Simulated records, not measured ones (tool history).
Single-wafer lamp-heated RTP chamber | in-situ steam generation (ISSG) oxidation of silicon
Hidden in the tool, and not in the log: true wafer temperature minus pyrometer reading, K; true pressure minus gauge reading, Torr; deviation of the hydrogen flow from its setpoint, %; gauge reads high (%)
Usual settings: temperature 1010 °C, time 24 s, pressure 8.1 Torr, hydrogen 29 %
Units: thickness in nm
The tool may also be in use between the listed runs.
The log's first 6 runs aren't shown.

| run | hour | temperature | time | pressure | hydrogen | wafers since the last listed run | wafers since the last pyrometer calibration | hours since the pressure gauge was zeroed | hours since the hydrogen flow controller was replaced | hours since the gauge calibration | read-back reference wafer on the same gauge, thickness | thickness |
|---|---|---|---|---|---|---|---|---|---|---|---|---|
| 7 | 73.7 | 1010 | 24 | 8.1 | 29 | 168 | 3592 | 4388.3 | 101 | 108.6 | 7.064 | 6.752 |
| 8 | 81.5 | 1002 | 29 | 7.6 | 32 | 102 | 3695 | 4396.1 | 108.8 | 116.4 | 7.061 | 7.272 |
| 9 | 95.7 | 1010 | 24 | 9.3 | 32 | 185 | 3881 | 4410.3 | 123 | 130.6 | 7.062 | 6.757 |
| 10 | 107.2 | 1010 | 24 | 9.3 | 29 | 150 | 4031 | 4421.8 | 134.5 | 142.1 | 7.05 | 6.585 |
|  | 125.5 | pyrometer window cleaned and pyrometer calibrated |
| 11 | 126 | 1010 | 24 | 8.1 | 29 | 141 | 6 | 4440.6 | 153.3 | 160.9 | 7.054 | 6.409 |
| 12 | 133.3 | 1010 | 24 | 8.1 | 29 | 95 | 101 | 4447.9 | 160.6 | 168.2 | 7.05 | 6.409 |
| 13 | 150.5 | 1028 | 27 | 8.1 | 29 | 225 | 326 | 4465.1 | 177.8 | 185.4 | 7.049 | 7.564 |
| 14 | 157.8 | 1002 | 24 | 8.1 | 29 | 95 | 422 | 4472.4 | 185.1 | 192.7 | 7.071 | 6.282 |
| 15 | 171.2 | 1010 | 24 | 8.1 | 29 | 175 | 598 | 4485.8 | 198.5 | 206.1 | 7.061 | 6.482 |
| 16 | 183.5 | 1010 | 24 | 8.1 | 29 | 161 | 759 | 4498.1 | 210.8 | 218.4 | 7.06 | 6.527 |
| 17 | 189.7 | 1010 | 24 | 8.1 | 29 | 81 | 840 | 4504.3 | 217 | 224.6 | 7.063 | 6.557 |
|  | 200 | pressure gauge zeroed |
| 18 | 203.2 | 993 | 16 | 9.4 | 29 | 72 | 912 | 3.2 | 230.5 | 238.1 | 7.049 | 4.972 |
| 19 | 215.5 | 1000 | 24 | 6.9 | 32 | 161 | 1073 | 15.5 | 242.8 | 250.4 | 7.055 | 6.478 |
| 20 | 244.7 | 1001 | 17 | 8.8 | 32 | 382 | 1455 | 44.7 | 272 | 279.6 | 7.056 | 5.5 |
| 21 | 253.3 | 999 | 24 | 8.1 | 29 | 112 | 1568 | 53.3 | 280.6 | 288.2 | 7.066 | 6.296 |
| 22 | 260.3 | 993 | 30 | 9.4 | 29 | 91 | 1660 | 60.3 | 287.6 | 295.2 | 7.062 | 6.685 |
| 23 | 278.1 | 1010 | 16 | 8.1 | 29 | 233 | 1893 | 78.1 | 305.4 | 313 | 7.06 | 5.488 |
| 24 | 285.2 | 1010 | 24 | 8.1 | 29 | 92 | 1986 | 85.2 | 312.5 | 320.1 | 7.057 | 6.646 |
| 25 | 324.1 | 1010 | 24 | 8.1 | 29 | 509 | 2495 | 124.1 | 351.4 | 359 | 7.049 | 6.654 |
| 26 | 341.2 | 1010 | 24 | 8.1 | 29 | 223 | 2719 | 141.2 | 368.5 | 376.1 | 7.049 | 6.703 |
| 27 | 348.9 | 991 | 24 | 8.1 | 32 | 100 | 2820 | 148.9 | 376.2 | 383.8 | 7.069 | 6.272 |
| 28 | 358.3 | 1010 | 24 | 8.5 | 21 | 123 | 2943 | 158.3 | 385.6 | 393.2 | 7.07 | 6.181 |
| 29 | 375.3 | 1027 | 17 | 8.1 | 29 | 222 | 3166 | 175.3 | 402.6 | 410.2 | 7.055 | 6.158 |
| 30 | 391 | 994 | 24 | 8.1 | 29 | 205 | 3372 | 191 | 418.3 | 425.9 | 7.055 | 6.253 |

5 ways to go on from here, each from the tool as it stands after run 30. What would each give?
| A | 391.4 | 1010 | 17 | 8.1 | 29 | 5 | 3377 | 191.4 | 418.7 | 426.3 | ? | ? |
| B | 391.4 | 1010 | 24 | 8.1 | 20 | 5 | 3377 | 191.4 | 418.7 | 426.3 | ? | ? |
| C | 391.4 | 1010 | 19 | 8.1 | 25 | 5 | 3377 | 191.4 | 418.7 | 426.3 | ? | ? |
| D | 391.4 | 1030 | 24 | 7 | 29 | 5 | 3377 | 191.4 | 418.7 | 426.3 | ? | ? |
| E | 391.4 | 1019 | 30 | 9.5 | 32 | 5 | 3377 | 191.4 | 418.7 | 426.3 | ? | ? |

| run | read-back reference wafer on the same gauge, thickness | thickness |
|---|---|---|
| A | 7.08 | 5.685 |
| B | 7.08 | 6.131 |
| C | 7.08 | 5.766 |
| D | 7.08 | 7.435 |
| E | 7.08 | 7.871 |
Without the tool's hidden state the same runs would have given:
| run | thickness |
|---|---|
| A | 5.439 |
| B | 5.843 |
| C | 5.51 |
| D | 7.045 |
| E | 7.464 |

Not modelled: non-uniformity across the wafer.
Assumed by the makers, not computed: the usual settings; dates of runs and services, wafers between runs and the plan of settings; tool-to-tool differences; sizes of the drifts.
